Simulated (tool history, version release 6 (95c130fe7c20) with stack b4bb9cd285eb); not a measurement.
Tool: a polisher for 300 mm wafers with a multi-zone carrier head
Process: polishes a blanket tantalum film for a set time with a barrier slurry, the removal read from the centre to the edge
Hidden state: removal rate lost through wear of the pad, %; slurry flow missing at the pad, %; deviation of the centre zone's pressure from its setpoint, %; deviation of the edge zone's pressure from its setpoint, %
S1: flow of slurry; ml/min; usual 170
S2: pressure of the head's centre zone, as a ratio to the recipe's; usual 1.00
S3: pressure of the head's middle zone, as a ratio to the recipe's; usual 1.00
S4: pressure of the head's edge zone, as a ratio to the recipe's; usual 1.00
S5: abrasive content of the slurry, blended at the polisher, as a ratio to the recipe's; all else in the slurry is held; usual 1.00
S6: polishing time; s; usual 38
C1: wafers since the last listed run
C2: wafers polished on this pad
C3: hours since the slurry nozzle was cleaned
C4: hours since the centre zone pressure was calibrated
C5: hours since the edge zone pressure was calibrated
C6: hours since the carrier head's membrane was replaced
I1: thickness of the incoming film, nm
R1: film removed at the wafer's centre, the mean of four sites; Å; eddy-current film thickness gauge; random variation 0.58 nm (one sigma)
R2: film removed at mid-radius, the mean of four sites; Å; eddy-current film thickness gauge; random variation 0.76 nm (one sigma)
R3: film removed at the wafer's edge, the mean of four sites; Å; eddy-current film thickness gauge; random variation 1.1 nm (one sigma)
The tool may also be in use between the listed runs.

run 1 hour=0.0 | S1=170 S2=1.00 S3=1.00 S4=1.00 S5=1.00 S6=38 | C1=0 C2=17 C3=312.5 C4=526.6 C5=437.2 C6=1062.9 | I1=376.3 | R1=712 R2=738 R3=733
run 2 hour=12.4 | S1=170 S2=1.00 S3=1.00 S4=1.00 S5=1.00 S6=38 | C1=107 C2=124 C3=324.9 C4=539.0 C5=449.6 C6=1075.3 | I1=377.2 | R1=723 R2=735 R3=722
run 3 hour=19.6 | S1=170 S2=1.00 S3=1.00 S4=1.00 S5=1.00 S6=38 | C1=62 C2=187 C3=332.1 C4=546.2 C5=456.8 C6=1082.5 | I1=372.4 | R1=719 R2=729 R3=733
run 4 hour=26.5 | S1=170 S2=1.00 S3=1.00 S4=1.00 S5=1.00 S6=38 | C1=59 C2=246 C3=339.0 C4=553.1 C5=463.7 C6=1089.4 | I1=374.5 | R1=708 R2=729 R3=735
run 5 hour=39.1 | S1=170 S2=1.00 S3=1.00 S4=1.00 S5=1.00 S6=38 | C1=108 C2=355 C3=351.6 C4=565.7 C5=476.3 C6=1102.0 | I1=371.2 | R1=710 R2=734 R3=727
run 6 hour=51.6 | S1=170 S2=1.00 S3=1.06 S4=1.00 S5=1.00 S6=38 | C1=108 C2=463 C3=364.1 C4=578.2 C5=488.8 C6=1114.5 | I1=373.9 | R1=711 R2=762 R3=732
-- hour=59.5 edge zone pressure recalibrated
run 7 hour=60.2 | S1=170 S2=1.00 S3=1.06 S4=1.00 S5=1.00 S6=38 | C1=57 C2=520 C3=372.7 C4=586.8 C5=0.7 C6=1123.1 | I1=373.3 | R1=705 R2=776 R3=736
-- hour=78.8 centre zone pressure recalibrated
-- hour=80.3 worn pad replaced by a new one
-- hour=81.2 carrier head's membrane replaced by a new one
run 8 hour=81.7 | S1=170 S2=1.00 S3=1.06 S4=1.00 S5=1.00 S6=38 | C1=147 C2=4 C3=394.2 C4=2.9 C5=22.2 C6=0.5 | I1=367.8 | R1=715 R2=765 R3=738
-- hour=85.6 slurry nozzle cleaned
run 9 hour=88.2 | S1=170 S2=1.00 S3=1.00 S4=1.00 S5=1.00 S6=38 | C1=47 C2=51 C3=2.6 C4=9.4 C5=28.7 C6=7.0 | I1=367.6 | R1=714 R2=732 R3=729
run 10 hour=100.5 | S1=170 S2=1.00 S3=0.94 S4=1.00 S5=1.00 S6=38 | C1=106 C2=158 C3=14.9 C4=21.7 C5=41.0 C6=19.3 | I1=375.7 | R1=703 R2=675 R3=741
run 11 hour=107.5 | S1=170 S2=1.00 S3=1.00 S4=1.00 S5=1.15 S6=38 | C1=60 C2=218 C3=21.9 C4=28.7 C5=48.0 C6=26.3 | I1=377.7 | R1=748 R2=762 R3=766
run 12 hour=114.8 | S1=170 S2=1.00 S3=0.92 S4=1.08 S5=0.75 S6=38 | C1=63 C2=281 C3=29.2 C4=36.0 C5=55.3 C6=33.6 | I1=375.0 | R1=578 R2=566 R3=646
run 13 hour=132.1 | S1=170 S2=1.00 S3=0.88 S4=1.05 S5=1.00 S6=38 | C1=149 C2=431 C3=46.5 C4=53.3 C5=72.6 C6=50.9 | I1=374.4 | R1=711 R2=661 R3=744
-- hour=143.4 worn pad replaced by a new one
run 14 hour=149.3 | S1=190 S2=0.96 S3=1.00 S4=1.00 S5=1.00 S6=38 | C1=114 C2=50 C3=63.7 C4=70.5 C5=89.8 C6=68.1 | I1=367.0 | R1=691 R2=732 R3=744
run 15 hour=166.5 | S1=215 S2=0.89 S3=1.00 S4=1.06 S5=0.75 S6=38 | C1=148 C2=199 C3=80.9 C4=87.7 C5=107.0 C6=85.3 | I1=369.9 | R1=544 R2=613 R3=616
run 16 hour=176.1 | S1=170 S2=1.00 S3=1.00 S4=1.00 S5=1.00 S6=38 | C1=83 C2=282 C3=90.5 C4=97.3 C5=116.6 C6=94.9 | I1=372.0 | R1=704 R2=731 R3=733
run 17 hour=183.7 | S1=170 S2=1.00 S3=1.00 S4=0.89 S5=1.00 S6=38 | C1=65 C2=348 C3=98.1 C4=104.9 C5=124.2 C6=102.5 | I1=371.1 | R1=712 R2=730 R3=681

Forecast each of these 4 alternatives for the next run:
run A hour=184.1 | S1=145 S2=1.00 S3=1.00 S4=1.00 S5=1.00 S6=38 | C1=3 C2=351 C3=98.5 C4=105.3 C5=124.6 C6=102.9 | I1=367.9 | R1=? R2=? R3=?
run B hour=184.1 | S1=170 S2=1.00 S3=1.00 S4=1.00 S5=1.00 S6=46 | C1=3 C2=351 C3=98.5 C4=105.3 C5=124.6 C6=102.9 | I1=367.9 | R1=? R2=? R3=?
run C hour=184.1 | S1=205 S2=0.93 S3=1.00 S4=1.00 S5=1.00 S6=38 | C1=3 C2=351 C3=98.5 C4=105.3 C5=124.6 C6=102.9 | I1=367.9 | R1=? R2=? R3=?
run D hour=184.1 | S1=210 S2=1.00 S3=1.00 S4=1.00 S5=1.00 S6=29 | C1=3 C2=351 C3=98.5 C4=105.3 C5=124.6 C6=102.9 | I1=367.9 | R1=? R2=? R3=?

run=A R1=695 R2=696 R3=717
run=B R1=873 R2=870 R3=888
run=C R1=694 R2=742 R3=751
run=D R1=572 R2=568 R3=575
Without the tool's hidden state the same runs would have given:
run=A R1=695 R2=696 R3=717
run=B R1=873 R2=870 R3=888
run=C R1=694 R2=742 R3=751
run=D R1=572 R2=568 R3=575
